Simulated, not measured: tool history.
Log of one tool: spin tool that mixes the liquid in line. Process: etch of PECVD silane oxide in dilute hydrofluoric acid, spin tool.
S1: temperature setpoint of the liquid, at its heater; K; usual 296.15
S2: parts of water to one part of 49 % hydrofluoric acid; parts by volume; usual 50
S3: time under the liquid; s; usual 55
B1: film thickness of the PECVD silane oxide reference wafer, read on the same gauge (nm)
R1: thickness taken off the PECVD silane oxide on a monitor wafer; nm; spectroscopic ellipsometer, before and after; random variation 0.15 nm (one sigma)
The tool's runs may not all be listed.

Run 1, hour 0: usual settings; B1 149.99. Result: R1 25.22 nm.
Run 2, hour 65.3: usual settings; B1 149.99. Result: R1 25.36 nm.
Run 3, hour 145.6: usual settings; B1 150. Result: R1 24.86 nm.
Run 4, hour 248.3: usual settings; B1 150.01. Result: R1 24.92 nm.
Run 5, hour 308.7: usual settings; B1 150.01. Result: R1 24.74 nm.
Run 6, hour 356.2: usual settings; B1 150.01. Result: R1 24.69 nm.
Run 7, hour 405.8: usual settings; B1 149.99. Result: R1 24.32 nm.
Run 8, hour 461.4: usual settings; B1 150. Result: R1 24.29 nm.
Run 9, hour 558.8: usual settings but S1 298.65 K; B1 150. Result: R1 26.67 nm.
Run 10, hour 622.5: usual settings but S1 298.65 K; B1 150. Result: R1 26.76 nm.
At hour 667.9: hydrofluoric acid flow meter replaced.
Run 11, hour 707.3: usual settings but S1 298.65 K; B1 149.99. Result: R1 26.67 nm.
Run 12, hour 813.4: usual settings; B1 150. Result: R1 23.71 nm.
Run 13, hour 907.1: usual settings; B1 150.02. Result: R1 23.58 nm.
At hour 923: thermometer replaced.
Run 14, hour 955.2: usual settings; B1 150.02. Result: R1 25.77 nm.
Run 15, hour 1062.8: usual settings; B1 149.99. Result: R1 25.78 nm.
Run 16, hour 1118: usual settings; B1 149.99. Result: R1 25.67 nm.
Run 17, hour 1201.1: usual settings but S1 298.65 K; B1 149.99. Result: R1 27.81 nm.
Run 18, hour 1287.4: usual settings but S1 292.65 K, S2 75 parts by volume, S3 30 s; B1 150. Result: R1 7.62 nm.
Run 19, hour 1358.2: usual settings but S1 293.15 K, S3 75 s; B1 150.01. Result: R1 30.2 nm.
Run 20, hour 1452.5: usual settings but S1 294.15 K, S2 60 parts by volume, S3 25 s; B1 149.99. Result: R1 8.58 nm.
Run 21, hour 1548.3: usual settings but S1 292.65 K, S2 75 parts by volume, S3 30 s; B1 150.02. Result: R1 7.53 nm.
Run 22, hour 1605: usual settings; B1 149.98. Result: R1 24.56 nm.
At hour 1665: gauge calibrated.
Run 23, hour 1696.1: usual settings but S2 65 parts by volume; B1 150.01. Result: R1 18.46 nm.
Run 24, hour 1746.2: usual settings but S1 291.15 K, S2 30 parts by volume, S3 35 s; B1 150. Result: R1 21.19 nm.
Run 25, hour 1804.3: usual settings but S1 297.65 K, S2 25 parts by volume; B1 150. Result: R1 52.62 nm.
At hour 1831.3: hydrofluoric acid flow meter replaced.
At hour 1837.8: thermometer replaced.
Run 26, hour 1892.6: usual settings but S3 20 s; B1 150.01. Result: R1 9.4 nm.
Run 27, hour 1998: usual settings but S1 293.65 K; B1 149.99. Result: R1 23 nm.
Run 28, hour 2035.8: usual settings but S1 298.65 K, S2 30 parts by volume, S3 80 s; B1 150. Result: R1 69.69 nm.
Run 29, hour 2115.2: usual settings but S1 294.15 K, S2 30 parts by volume, S3 30 s; B1 150. Result: R1 21.69 nm.
Run 30, hour 2206.6: usual settings but S1 300.65 K; B1 150. Result: R1 30.15 nm.
Run 31, hour 2269: usual settings but S2 30 parts by volume; B1 149.99. Result: R1 42.55 nm.
Run 32, hour 2370: usual settings but S2 70 parts by volume, S3 25 s; B1 150. Result: R1 7.86 nm.

5 ways to go on from here, each from the tool as it stands after run 32. What would each give?
Run A, hour 2370.4: usual settings but S2 55 parts by volume; B1 ?. Result: R1 ?.
Run B, hour 2370.4: usual settings but S1 294.65 K, S2 55 parts by volume, S3 70 s; B1 ?. Result: R1 ?.
Run C, hour 2370.4: usual settings but S2 35 parts by volume, S3 20 s; B1 ?. Result: R1 ?.
Run D, hour 2370.4: usual settings but S1 299.15 K, S3 80 s; B1 ?. Result: R1 ?.
Run E, hour 2370.4: usual settings but S2 45 parts by volume, S3 40 s; B1 ?. Result: R1 ?.

run   B1     R1
  A  150  22.39
  B  150  26.76
  C  150  13.12
  D  150  40.81
  E  150  20.15
Without the tool's hidden state the same runs would have given:
run     R1
  A  23.43
  B  28.01
  C  13.74
  D  42.66
  E  21.09

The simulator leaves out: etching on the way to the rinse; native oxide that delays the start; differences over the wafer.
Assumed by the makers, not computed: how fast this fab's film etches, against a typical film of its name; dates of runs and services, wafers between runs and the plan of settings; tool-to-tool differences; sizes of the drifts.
